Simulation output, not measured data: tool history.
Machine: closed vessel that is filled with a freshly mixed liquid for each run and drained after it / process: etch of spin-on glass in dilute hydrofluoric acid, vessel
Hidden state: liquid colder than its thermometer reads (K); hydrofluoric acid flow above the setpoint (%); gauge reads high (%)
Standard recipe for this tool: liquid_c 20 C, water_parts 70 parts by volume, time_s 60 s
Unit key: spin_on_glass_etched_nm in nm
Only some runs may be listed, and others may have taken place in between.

run,hour,liquid_c,water_parts,time_s,wafers since the last listed run,hours since the thermometer was replaced,hours since the hydrofluoric acid flow meter was replaced,hours since the gauge calibration,"read-back film thickness of the spin-on glass reference wafer, read on the same gauge (nm)",spin_on_glass_etched_nm
1,0,20,80,40,0,1433.3,184.7,820,82.16,19.75
2,54.2,20,80,40,5730,1487.5,238.9,874.2,82.48,19.72
3,97.4,20,80,40,4567,1530.7,282.1,917.4,82.71,20.19
# hour 99.3: gauge calibrated
4,166.1,20,70,70,7262,1599.4,350.8,66.8,79.77,39.31
5,222,20,70,70,5909,1655.3,406.7,122.7,79.8,39.04
6,258.7,20,70,70,3879,1692,443.4,159.4,79.83,38.88
7,326.7,20,55,60,7188,1760,511.4,227.4,79.9,43.36
8,358.6,20,55,60,3372,1791.9,543.3,259.3,79.95,43.46
9,409.2,20,55,60,5349,1842.5,593.9,309.9,80.07,43.12
10,453.6,20,70,60,4693,1886.9,638.3,354.3,80.15,33.72
11,481.9,18.5,70,60,2991,1915.2,666.6,382.6,80.21,31.74
12,530.3,18.5,70,60,5116,1963.6,715,431,80.32,32.4
13,601.7,18.5,70,60,7548,2035,786.4,502.4,80.51,31.4
# hour 613.2: thermometer replaced
14,645.5,20,70,60,4524,32.3,830.2,546.2,80.68,34.23
15,689.5,20,70,60,4651,76.3,874.2,590.2,80.82,33.77
16,715.6,20,70,60,2759,102.4,900.3,616.3,80.91,34.65
17,760.3,17.5,40,30,4725,147.1,945,661,81.09,27.68
18,803.4,17,95,40,4556,190.2,988.1,704.1,81.27,14.31
19,827.6,21.5,40,70,2558,214.4,1012.3,728.3,81.39,77.06
20,877.6,17,70,60,5286,264.4,1062.3,778.3,81.59,30.01
21,1079.2,20,70,70,21313,466,1263.9,979.9,82.72,40.4
22,1116.1,17,90,80,3901,502.9,1300.8,1016.8,82.92,31.55
# hour 1172: gauge calibrated
# hour 1203.3: hydrofluoric acid flow meter replaced
23,1331,20,70,30,22613,717.8,127.7,159,79.64,16.86
24,1394,17,70,85,6660,780.8,190.7,222,79.7,41.89
25,1451.5,18.5,70,75,6078,838.3,248.2,279.5,79.79,39.38
26,1516,20,95,60,6818,902.8,312.7,344,79.94,24.34
27,1543.5,17,100,60,2907,930.3,340.2,371.5,79.98,20.21

Across each entry between runs, compare the hidden state at the last listed run before it with the hidden state at the first listed run after it:
From run 3 to run 4: gauge calibrated (hour 99.3)
  gauge reads high (%): 3.38 -> -0.304
  measured value less the no-hidden-state value, spin_on_glass_etched_nm: +0.66 -> -0.12 nm
From run 13 to run 14: thermometer replaced (hour 613.2)
  gauge reads high (%): 0.655 -> 0.832
  measured value less the no-hidden-state value, spin_on_glass_etched_nm: +0.2 -> +0.29 nm
From run 22 to run 23: gauge calibrated (hour 1172); hydrofluoric acid flow meter replaced (hour 1203.3)
  gauge reads high (%): 3.68 -> -0.454
  measured value less the no-hidden-state value, spin_on_glass_etched_nm: +1.12 -> -0.07 nm
